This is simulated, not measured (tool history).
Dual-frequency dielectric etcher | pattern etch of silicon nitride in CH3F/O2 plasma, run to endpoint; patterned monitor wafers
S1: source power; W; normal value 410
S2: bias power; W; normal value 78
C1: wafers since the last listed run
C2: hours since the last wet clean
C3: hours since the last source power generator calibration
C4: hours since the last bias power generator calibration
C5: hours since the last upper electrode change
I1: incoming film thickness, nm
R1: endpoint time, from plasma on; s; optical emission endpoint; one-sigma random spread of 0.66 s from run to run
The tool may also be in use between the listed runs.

| run | day | S1 | S2 | C1 | C2 | C3 | C4 | C5 | I1 | R1 |
|---|---|---|---|---|---|---|---|---|---|---|
| 1 | 0 | 410 | 78 | 0 | 342.5 | 3782.9 | 1148.2 | 1809 | 103.7 | 112.6 |
| 2 | 1.108 | 410 | 78 | 113 | 369.1 | 3809.5 | 1174.8 | 1835.6 | 103.9 | 113.8 |
| 3 | 2.008 | 410 | 78 | 92 | 390.7 | 3831.1 | 1196.4 | 1857.2 | 104.9 | 116.1 |
| 4 | 2.862 | 410 | 78 | 87 | 411.2 | 3851.6 | 1216.9 | 1877.7 | 104.9 | 113.9 |
| 5 | 3.517 | 410 | 78 | 66 | 426.9 | 3867.3 | 1232.6 | 1893.4 | 103.3 | 113.7 |
| 6 | 4.517 | 410 | 78 | 102 | 450.9 | 3891.3 | 1256.6 | 1917.4 | 104.2 | 115 |
|  | 5.983 | wet clean of the chamber |
| 7 | 6.004 | 410 | 78 | 49 | 0.5 | 3927 | 1292.3 | 1953.1 | 104.1 | 103 |
| 8 | 6.942 | 410 | 78 | 95 | 23 | 3949.5 | 1314.8 | 1975.6 | 104.6 | 103.1 |
|  | 11.104 | wet clean of the chamber, repeated, since the last time left the tool worse |
| 9 | 11.125 | 470 | 78 | 325 | 0.5 | 4049.9 | 1415.2 | 2076 | 103.3 | 104.5 |
| 10 | 13.608 | 410 | 78 | 254 | 60.1 | 4109.5 | 1474.8 | 2135.6 | 103.6 | 111.1 |
| 11 | 14.267 | 410 | 78 | 67 | 75.9 | 4125.3 | 1490.6 | 2151.4 | 102.9 | 109.4 |
| 12 | 15.062 | 410 | 78 | 81 | 95 | 4144.4 | 1509.7 | 2170.5 | 103.7 | 111.7 |
| 13 | 16.929 | 410 | 78 | 190 | 139.8 | 4189.2 | 1554.5 | 2215.3 | 105 | 111.6 |
| 14 | 18.179 | 410 | 78 | 127 | 169.8 | 4219.2 | 1584.5 | 2245.3 | 104.5 | 112.2 |
| 15 | 19.596 | 410 | 78 | 144 | 203.8 | 4253.2 | 1618.5 | 2279.3 | 103.6 | 111.8 |
| 16 | 20.954 | 440 | 78 | 138 | 236.4 | 4285.8 | 1651.1 | 2311.9 | 103.6 | 109.7 |
|  | 21.742 | source power generator calibrated |
| 17 | 22.071 | 410 | 78 | 97 | 263.2 | 7.9 | 1677.9 | 2338.7 | 103.8 | 111.7 |
| 18 | 23.479 | 490 | 73 | 144 | 297 | 41.7 | 1711.7 | 2372.5 | 103.3 | 110.2 |
| 19 | 24.433 | 440 | 63 | 97 | 319.9 | 64.6 | 1734.6 | 2395.4 | 103.4 | 124 |
|  | 25.758 | bias power generator calibrated |
| 20 | 25.888 | 410 | 78 | 131 | 354.8 | 99.5 | 3.1 | 2430.3 | 104.8 | 114.9 |
| 21 | 26.45 | 410 | 90 | 57 | 368.3 | 113 | 16.6 | 2443.8 | 103.2 | 102.6 |
| 22 | 27.358 | 510 | 97 | 92 | 390.1 | 134.8 | 38.4 | 2465.6 | 103.7 | 93.2 |
|  | 28.758 | upper electrode replaced |
| 23 | 28.808 | 370 | 72 | 46 | 424.9 | 169.6 | 73.2 | 1.2 | 103.5 | 123 |
|  | 30.421 | wet clean of the chamber |
| 24 | 30.442 | 320 | 67 | 64 | 0.5 | 208.8 | 112.4 | 40.4 | 103.8 | 130.3 |
| 25 | 30.783 | 450 | 78 | 34 | 8.7 | 217 | 120.6 | 48.6 | 102.8 | 105.9 |
| 26 | 32.175 | 410 | 62 | 142 | 42.1 | 250.4 | 154 | 82 | 103.8 | 125.7 |
| 27 | 32.933 | 380 | 62 | 77 | 60.3 | 268.6 | 172.2 | 100.2 | 104.8 | 129.3 |
| 28 | 33.533 | 410 | 78 | 61 | 74.7 | 283 | 186.6 | 114.6 | 103.5 | 109.5 |
| 29 | 35.538 | 500 | 68 | 205 | 122.8 | 331.1 | 234.7 | 162.7 | 103.4 | 110.3 |
| 30 | 36.933 | 410 | 78 | 142 | 156.3 | 364.6 | 268.2 | 196.2 | 104.2 | 111.1 |
| 31 | 37.95 | 470 | 86 | 104 | 180.7 | 389 | 292.6 | 220.6 | 103.8 | 99.6 |

3 ways to go on from here, each from the tool as it stands after run 31. What would each give?
| A | 37.971 | 410 | 78 | 2 | 181.2 | 389.5 | 293.1 | 221.1 | 103.1 | ? |
| B | 37.971 | 370 | 92 | 2 | 181.2 | 389.5 | 293.1 | 221.1 | 103.1 | ? |
| C | 37.971 | 440 | 90 | 2 | 181.2 | 389.5 | 293.1 | 221.1 | 103.1 | ? |

| run | R1 |
|---|---|
| A | 110.6 |
| B | 104.3 |
| C | 99.7 |
Had the tool no hidden state, the same runs would have come out as:
| run | R1 |
|---|---|
| A | 109.4 |
| B | 103.2 |
| C | 98.6 |
